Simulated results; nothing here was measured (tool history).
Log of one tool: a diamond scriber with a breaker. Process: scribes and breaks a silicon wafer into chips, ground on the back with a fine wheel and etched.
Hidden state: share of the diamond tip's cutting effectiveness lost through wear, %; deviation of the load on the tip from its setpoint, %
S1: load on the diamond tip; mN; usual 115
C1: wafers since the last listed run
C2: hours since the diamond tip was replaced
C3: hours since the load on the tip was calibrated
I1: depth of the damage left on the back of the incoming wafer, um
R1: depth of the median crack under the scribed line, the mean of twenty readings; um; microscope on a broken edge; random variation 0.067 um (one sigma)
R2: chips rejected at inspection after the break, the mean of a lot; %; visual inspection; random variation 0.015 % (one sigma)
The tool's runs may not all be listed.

run	day	S1	C1	C2	C3	I1	R1	R2
1	0	115	0	396.4	821.7	0.5	11.46	0.47
2	0.608	115	73	411	836.3	0.7	11.51	0.47
3	1.288	104	82	427.3	852.6	0.7	10.68	0.89
4	1.854	104	68	440.9	866.2	0.32	10.53	0.85
5	2.238	104	46	450.1	875.4	0.54	10.63	0.93
6	2.762	95	63	462.7	888	0.55	9.78	2.19
7	3.208	115	54	473.4	898.7	0.36	11.37	0.45
8	3.683	93	57	484.8	910.1	0.65	9.59	2.71
9	4.304	115	75	499.7	925	0.47	11.41	0.44
10	4.667	115	43	508.4	933.7	0.58	11.37	0.47
11	5.367	115	84	525.2	950.5	0.54	11.36	0.49
12	6.096	133	88	542.7	968	0.67	12.68	1.22
13	6.408	130	37	550.2	975.5	0.46	12.24	0.94
# day 6.746: diamond tip replaced by a new one
14	7.038	97	66	7	990.6	0.37	11.04	0.56
15	7.312	136	33	13.6	997.2	0.46	14.22	4.61
16	7.696	149	46	22.8	1006.4	0.47	15.32	7.1
17	8.346	146	78	38.4	1022	0.73	14.98	7.15
# day 8.65: load on the tip recalibrated
18	8.679	140	30	46.4	0.7	0.72	12.74	1.41
19	9.425	115	90	64.3	18.6	0.48	10.98	0.59
20	9.8	86	45	73.3	27.6	0.57	8.74	6.26
21	10.462	115	80	89.2	43.5	0.78	10.84	0.56
22	10.85	145	46	98.5	52.8	0.61	12.98	1.93

Forecast each of these 5 alternatives for the next run:
A	10.871	103	2	99	53.3	0.68	?	?
B	10.871	89	2	99	53.3	0.68	?	?
C	10.871	99	2	99	53.3	0.68	?	?
D	10.871	92	2	99	53.3	0.68	?	?
E	10.871	100	2	99	53.3	0.68	?	?

run	R1	R2
A	10.14	1.72
B	9.05	5
C	9.84	2.41
D	9.29	4.08
E	9.91	2.22
Without the tool's hidden state the same runs would have given:
run	R1	R2
A	10.58	1.01
B	9.44	3.58
C	10.26	1.5
D	9.69	2.81
E	10.34	1.36

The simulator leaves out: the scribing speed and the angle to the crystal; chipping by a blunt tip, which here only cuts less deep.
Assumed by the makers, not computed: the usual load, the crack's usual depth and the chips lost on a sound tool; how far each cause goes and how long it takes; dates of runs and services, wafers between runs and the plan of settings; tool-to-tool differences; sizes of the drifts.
